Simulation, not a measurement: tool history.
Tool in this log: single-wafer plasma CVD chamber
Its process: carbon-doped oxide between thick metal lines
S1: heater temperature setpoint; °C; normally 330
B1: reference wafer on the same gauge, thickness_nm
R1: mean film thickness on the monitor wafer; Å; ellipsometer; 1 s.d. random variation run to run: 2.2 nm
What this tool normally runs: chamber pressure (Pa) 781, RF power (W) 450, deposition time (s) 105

{"run": 1, "hour": 0.0, "S1": 330, "chamber pressure (Pa)": 781, "RF power (W)": 450, "deposition time (s)": 105, "B1": 482.303, "R1": 5159.6}
{"run": 2, "hour": 59.6, "S1": 330, "chamber pressure (Pa)": 781, "RF power (W)": 450, "deposition time (s)": 105, "B1": 481.693, "R1": 5123.67}
{"run": 3, "hour": 85.7, "S1": 330, "chamber pressure (Pa)": 781, "RF power (W)": 450, "deposition time (s)": 105, "B1": 482.685, "R1": 5138.31}
{"run": 4, "hour": 112.0, "S1": 330, "chamber pressure (Pa)": 781, "RF power (W)": 450, "deposition time (s)": 105, "B1": 481.978, "R1": 5076.22}
{"run": 5, "hour": 143.2, "S1": 330, "chamber pressure (Pa)": 781, "RF power (W)": 450, "deposition time (s)": 105, "B1": 482.243, "R1": 5095.06}
{"run": 6, "hour": 199.0, "S1": 330, "chamber pressure (Pa)": 781, "RF power (W)": 450, "deposition time (s)": 105, "B1": 481.897, "R1": 5074.36}
{"run": 7, "hour": 277.8, "S1": 330, "chamber pressure (Pa)": 781, "RF power (W)": 450, "deposition time (s)": 105, "B1": 482.458, "R1": 5075.81}
{"run": 8, "hour": 308.8, "S1": 342, "chamber pressure (Pa)": 781, "RF power (W)": 450, "deposition time (s)": 105, "B1": 481.452, "R1": 4857.47}
{"run": 9, "hour": 347.3, "S1": 342, "chamber pressure (Pa)": 781, "RF power (W)": 450, "deposition time (s)": 105, "B1": 481.842, "R1": 4902.63}
{"run": 10, "hour": 386.8, "S1": 336, "chamber pressure (Pa)": 716, "RF power (W)": 450, "deposition time (s)": 124, "B1": 481.6, "R1": 5786.17}
{"hour": 432.0, "done": "thermocouple changed; heater temperature recalibrated"}
{"hour": 487.9, "done": "gauge calibrated"}
{"run": 11, "hour": 494.8, "S1": 342, "chamber pressure (Pa)": 781, "RF power (W)": 450, "deposition time (s)": 105, "B1": 482.115, "R1": 4875.91}
{"hour": 536.4, "done": "showerhead replaced, of another model than before"}
{"run": 12, "hour": 566.2, "S1": 338, "chamber pressure (Pa)": 781, "RF power (W)": 450, "deposition time (s)": 105, "B1": 482.144, "R1": 4968.14}
{"hour": 602.5, "done": "capacitance manometer re-zeroed and calibrated"}
{"hour": 615.0, "done": "RF generator calibrated"}
{"run": 13, "hour": 622.0, "S1": 334, "chamber pressure (Pa)": 683, "RF power (W)": 450, "deposition time (s)": 88, "B1": 481.735, "R1": 4255.98}
{"run": 14, "hour": 680.0, "S1": 330, "chamber pressure (Pa)": 863, "RF power (W)": 410, "deposition time (s)": 105, "B1": 482.043, "R1": 5120.84}
{"run": 15, "hour": 728.9, "S1": 324, "chamber pressure (Pa)": 843, "RF power (W)": 415, "deposition time (s)": 119, "B1": 481.772, "R1": 5913.81}

Run 16 is up next; what results do you expect?
{"run": 16, "hour": 764.3, "S1": 330, "chamber pressure (Pa)": 781, "RF power (W)": 450, "deposition time (s)": 85, "B1": "?", "R1": "?"}

B1: 481.943
R1: 4274.52 Å
If the tool had no hidden condition, the same run with the same run-to-run variation would have returned R1 4290.38 Å.
